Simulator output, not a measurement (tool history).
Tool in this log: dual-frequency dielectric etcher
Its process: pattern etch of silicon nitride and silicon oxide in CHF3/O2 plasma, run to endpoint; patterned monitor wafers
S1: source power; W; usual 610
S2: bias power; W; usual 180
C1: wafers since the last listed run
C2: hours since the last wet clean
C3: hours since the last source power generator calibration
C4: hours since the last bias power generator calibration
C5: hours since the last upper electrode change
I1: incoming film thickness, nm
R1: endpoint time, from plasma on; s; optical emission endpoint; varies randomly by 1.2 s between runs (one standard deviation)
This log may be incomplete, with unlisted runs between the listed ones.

run	day	S1	S2	C1	C2	C3	C4	C5	I1	R1
1	0.000	640	180	0	194.1	3509.5	1083.8	4947.3	316.8	233.6
2	2.658	640	180	531	257.9	3573.3	1147.6	5011.1	316.4	232.1
3	4.125	610	180	293	293.1	3608.5	1182.8	5046.3	309.8	229.0
4	5.162	610	180	207	318.0	3633.4	1207.7	5071.2	317.1	233.5
# day 8.075: upper electrode replaced
5	8.096	510	163	386	388.4	3703.8	1278.1	0.5	316.8	245.5
6	9.525	610	180	285	422.7	3738.1	1312.4	34.8	316.3	231.3
# day 10.738: wet clean of the chamber, repeated, since the last time left the tool worse
7	17.888	610	180	1471	171.6	3938.8	1513.1	235.5	314.0	216.1
8	19.929	610	180	407	220.6	3987.8	1562.1	284.5	316.0	215.4
9	22.492	610	180	512	282.1	4049.3	1623.6	346.0	316.0	215.8
10	23.958	610	180	293	317.3	4084.5	1658.8	381.2	312.0	213.0
11	25.150	610	193	238	345.9	4113.1	1687.4	409.8	314.6	209.1
12	27.550	610	180	479	403.5	4170.7	1745.0	467.4	314.1	214.3
13	30.375	610	180	564	471.3	4238.5	1812.8	535.2	312.5	210.5
14	31.800	610	153	284	505.5	4272.7	1847.0	569.4	314.0	221.8
# day 32.746: source power generator calibrated
15	33.225	610	180	251	539.7	11.5	1881.2	603.6	314.0	212.9
# day 36.058: wet clean of the chamber
16	36.079	640	180	370	0.5	80.0	1949.7	672.1	312.7	216.9
17	38.054	460	208	394	47.9	127.4	1997.1	719.5	313.3	222.6
18	39.542	610	180	297	83.6	163.1	2032.8	755.2	317.3	220.1
19	41.875	670	138	466	139.6	219.1	2088.8	811.2	317.5	231.1
20	44.088	500	214	442	192.7	272.2	2141.9	864.3	315.5	216.0
# day 45.112: bias power generator calibrated
21	46.542	480	204	457	251.6	331.1	34.3	923.2	315.2	220.9
22	48.746	610	180	440	304.5	384.0	87.2	976.1	315.4	218.9
23	52.000	610	159	650	382.6	462.1	165.3	1054.2	317.3	222.9
24	54.221	750	180	443	435.9	515.4	218.6	1107.5	315.7	205.0
25	56.146	490	207	384	482.1	561.6	264.8	1153.7	317.1	215.2
# day 57.742: wet clean of the chamber
26	60.617	480	153	693	69.0	668.9	372.1	1261.0	314.4	237.4
27	61.912	610	180	258	100.1	700.0	403.2	1292.1	314.2	216.1
28	64.358	610	207	488	158.8	758.7	461.9	1350.8	315.8	208.1
29	65.929	610	180	313	196.5	796.4	499.6	1388.5	314.5	215.6
30	68.829	610	180	579	266.1	866.0	569.2	1458.1	320.8	217.3
31	70.617	530	143	357	309.0	908.9	612.1	1501.0	316.1	237.2
32	72.888	610	180	453	363.5	963.4	666.6	1555.5	316.3	215.0
33	73.921	700	138	206	388.3	988.2	691.4	1580.3	313.3	222.2
34	75.317	480	224	278	421.8	1021.7	724.9	1613.8	316.2	209.8
35	77.812	560	142	498	481.7	1081.6	784.8	1673.7	311.8	229.6
36	79.825	610	180	402	530.0	1129.9	833.1	1722.0	314.5	210.4

Predict each of these 3 candidate next runs independently; none follows another, all start after run 36:
A	79.846	610	180	4	530.5	1130.4	833.6	1722.5	308.7	?
B	79.846	470	163	4	530.5	1130.4	833.6	1722.5	308.7	?
C	79.846	730	210	4	530.5	1130.4	833.6	1722.5	308.7	?

run	R1
A	209.1
B	227.0
C	192.0
Take away the tool's hidden state, keep each run's random variation, and the runs would have read:
run	R1
A	216.6
B	235.2
C	198.9

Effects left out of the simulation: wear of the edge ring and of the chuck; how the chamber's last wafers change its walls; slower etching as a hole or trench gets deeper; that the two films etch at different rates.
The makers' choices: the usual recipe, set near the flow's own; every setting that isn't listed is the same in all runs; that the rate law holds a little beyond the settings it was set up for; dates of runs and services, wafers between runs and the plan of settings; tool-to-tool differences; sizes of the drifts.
